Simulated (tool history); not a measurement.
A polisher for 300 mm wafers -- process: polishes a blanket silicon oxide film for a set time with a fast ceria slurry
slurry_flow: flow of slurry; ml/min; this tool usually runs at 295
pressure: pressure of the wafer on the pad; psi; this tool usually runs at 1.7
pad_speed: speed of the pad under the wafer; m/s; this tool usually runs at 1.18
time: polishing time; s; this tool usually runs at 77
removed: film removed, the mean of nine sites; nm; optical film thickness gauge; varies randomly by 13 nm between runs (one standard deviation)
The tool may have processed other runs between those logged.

run	hour	slurry_flow	pressure	pad_speed	time	incoming thickness of the incoming film, nm	removed
1	0.0	360	1.7	1.18	77	3693.1	1032.9
2	26.8	295	1.7	1.18	77	3667.0	999.2
3	49.6	295	1.7	1.18	77	3685.1	1019.3
# hour 72.2: worn pad replaced by a new one
4	76.2	295	1.7	1.18	77	3608.9	1008.3
5	110.2	295	1.7	0.86	77	3667.9	840.4
# hour 118.6: head pressure recalibrated
6	124.1	295	1.7	0.86	77	3585.5	850.5
7	149.1	295	1.7	0.86	77	3693.0	836.3
8	169.0	295	1.7	1.18	95	3696.5	1243.5
9	181.2	295	1.7	1.18	77	3716.5	1006.6
10	195.8	295	1.7	1.18	77	3633.9	997.0
11	256.5	295	1.7	1.18	77	3653.8	1029.8
12	318.0	225	1.7	1.18	77	3656.1	977.2
# hour 327.5: worn pad replaced by a new one
13	349.6	295	1.7	1.18	77	3596.8	994.3
14	398.2	295	1.7	1.18	58	3601.0	767.6
15	419.8	295	1.7	1.18	58	3619.6	763.5
16	455.0	295	1.7	1.18	58	3681.3	757.7
17	478.5	345	1.7	1.18	77	3586.8	996.3
18	490.8	235	1.7	1.18	87	3621.3	1131.6
19	554.8	295	1.7	0.94	65	3638.0	727.1
# hour 582.5: worn pad replaced by a new one
20	604.7	295	1.7	1.18	77	3635.7	994.6
21	630.2	295	1.7	1.18	77	3634.1	998.4
22	648.0	225	1.7	1.46	51	3649.2	762.1
23	668.9	340	1.7	1.18	77	3682.4	1013.4
# hour 715.9: head pressure recalibrated
# hour 750.6: slurry nozzle cleaned
24	771.6	235	1.4	1.18	57	3630.8	621.9
25	788.6	295	1.7	1.18	77	3591.7	991.0
26	816.5	190	2.0	1.48	95	3634.2	1641.4
# hour 828.8: worn pad replaced by a new one
27	890.0	260	1.4	1.18	77	3677.3	842.7
28	921.0	265	1.2	1.54	54	3658.1	604.5
29	957.0	295	1.7	0.84	77	3572.3	823.8
30	980.9	295	1.7	1.18	77	3630.3	1012.8
31	1008.1	295	1.4	0.90	96	3654.9	877.7
32	1042.5	295	2.2	1.00	93	3624.8	1372.7
33	1068.3	295	1.1	1.54	84	3631.8	859.8
# hour 1088.5: worn pad replaced by a new one
34	1096.1	225	1.7	1.46	51	3600.1	758.7
35	1115.8	295	1.7	1.18	77	3565.9	999.8
36	1138.2	295	1.7	1.18	77	3625.0	1022.0

What the log doesn't show, run by run:
removal rate lost through wear of the pad, %: 0 on each run
slurry flow missing at the pad, %: 0 on each run
deviation of the head's pressure from its setpoint, %: 0 on each run
